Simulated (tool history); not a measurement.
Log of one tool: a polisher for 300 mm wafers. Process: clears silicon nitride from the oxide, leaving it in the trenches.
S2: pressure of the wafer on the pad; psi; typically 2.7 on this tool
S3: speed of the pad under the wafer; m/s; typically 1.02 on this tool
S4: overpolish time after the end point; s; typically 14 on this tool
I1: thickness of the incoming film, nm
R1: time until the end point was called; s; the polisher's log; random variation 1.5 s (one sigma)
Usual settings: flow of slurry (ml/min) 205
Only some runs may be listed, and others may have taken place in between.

run 1 hour=0.0 | flow_of_slurry_(ml/min)=205 S2=2.7 S3=1.02 S4=14 | I1=80.8 | R1=85.7
-- hour=2.0 worn pad replaced by a new one
run 2 hour=13.6 | flow_of_slurry_(ml/min)=230 S2=2.7 S3=1.02 S4=14 | I1=80.2 | R1=78.5
run 3 hour=39.7 | flow_of_slurry_(ml/min)=230 S2=2.7 S3=1.02 S4=14 | I1=80.4 | R1=78.5
run 4 hour=57.2 | flow_of_slurry_(ml/min)=205 S2=2.7 S3=1.02 S4=14 | I1=80.2 | R1=77.3
run 5 hour=80.3 | flow_of_slurry_(ml/min)=205 S2=2.7 S3=1.02 S4=14 | I1=80.1 | R1=83.0
run 6 hour=103.2 | flow_of_slurry_(ml/min)=205 S2=2.7 S3=1.02 S4=14 | I1=80.0 | R1=86.7
-- hour=112.0 worn pad replaced by a new one
run 7 hour=136.2 | flow_of_slurry_(ml/min)=205 S2=2.7 S3=1.02 S4=16 | I1=81.8 | R1=81.2
-- hour=155.6 slurry nozzle cleaned
run 8 hour=166.0 | flow_of_slurry_(ml/min)=205 S2=2.7 S3=1.02 S4=16 | I1=79.1 | R1=79.1
run 9 hour=182.6 | flow_of_slurry_(ml/min)=205 S2=2.7 S3=1.02 S4=10 | I1=79.9 | R1=83.1
run 10 hour=198.7 | flow_of_slurry_(ml/min)=205 S2=2.7 S3=1.02 S4=14 | I1=79.8 | R1=84.6
-- hour=210.2 worn pad replaced by a new one, of another model than before
-- hour=211.0 head pressure recalibrated
run 11 hour=213.2 | flow_of_slurry_(ml/min)=155 S2=2.7 S3=1.02 S4=14 | I1=80.0 | R1=82.4
run 12 hour=245.8 | flow_of_slurry_(ml/min)=205 S2=2.7 S3=1.02 S4=14 | I1=80.5 | R1=80.4
run 13 hour=274.2 | flow_of_slurry_(ml/min)=205 S2=2.7 S3=0.68 S4=14 | I1=81.7 | R1=103.2
run 14 hour=307.4 | flow_of_slurry_(ml/min)=205 S2=2.7 S3=0.74 S4=14 | I1=80.4 | R1=103.7
-- hour=335.3 worn pad replaced by a new one
run 15 hour=358.7 | flow_of_slurry_(ml/min)=205 S2=2.0 S3=1.02 S4=7 | I1=80.9 | R1=108.0
run 16 hour=374.6 | flow_of_slurry_(ml/min)=205 S2=3.2 S3=1.02 S4=17 | I1=80.3 | R1=67.9
run 17 hour=403.1 | flow_of_slurry_(ml/min)=205 S2=2.7 S3=1.14 S4=14 | I1=79.5 | R1=75.5

For run 18, what comes out?
-- hour=406.9 slurry nozzle cleaned
run 18 hour=432.9 | flow_of_slurry_(ml/min)=270 S2=3.1 S3=0.80 S4=14 | I1=79.0 | R1=?

Run 18 came out at R1 82.0 s.
Were there no unlogged condition in the tool, this run, its random variation unchanged, would have produced R1 73.9 s.

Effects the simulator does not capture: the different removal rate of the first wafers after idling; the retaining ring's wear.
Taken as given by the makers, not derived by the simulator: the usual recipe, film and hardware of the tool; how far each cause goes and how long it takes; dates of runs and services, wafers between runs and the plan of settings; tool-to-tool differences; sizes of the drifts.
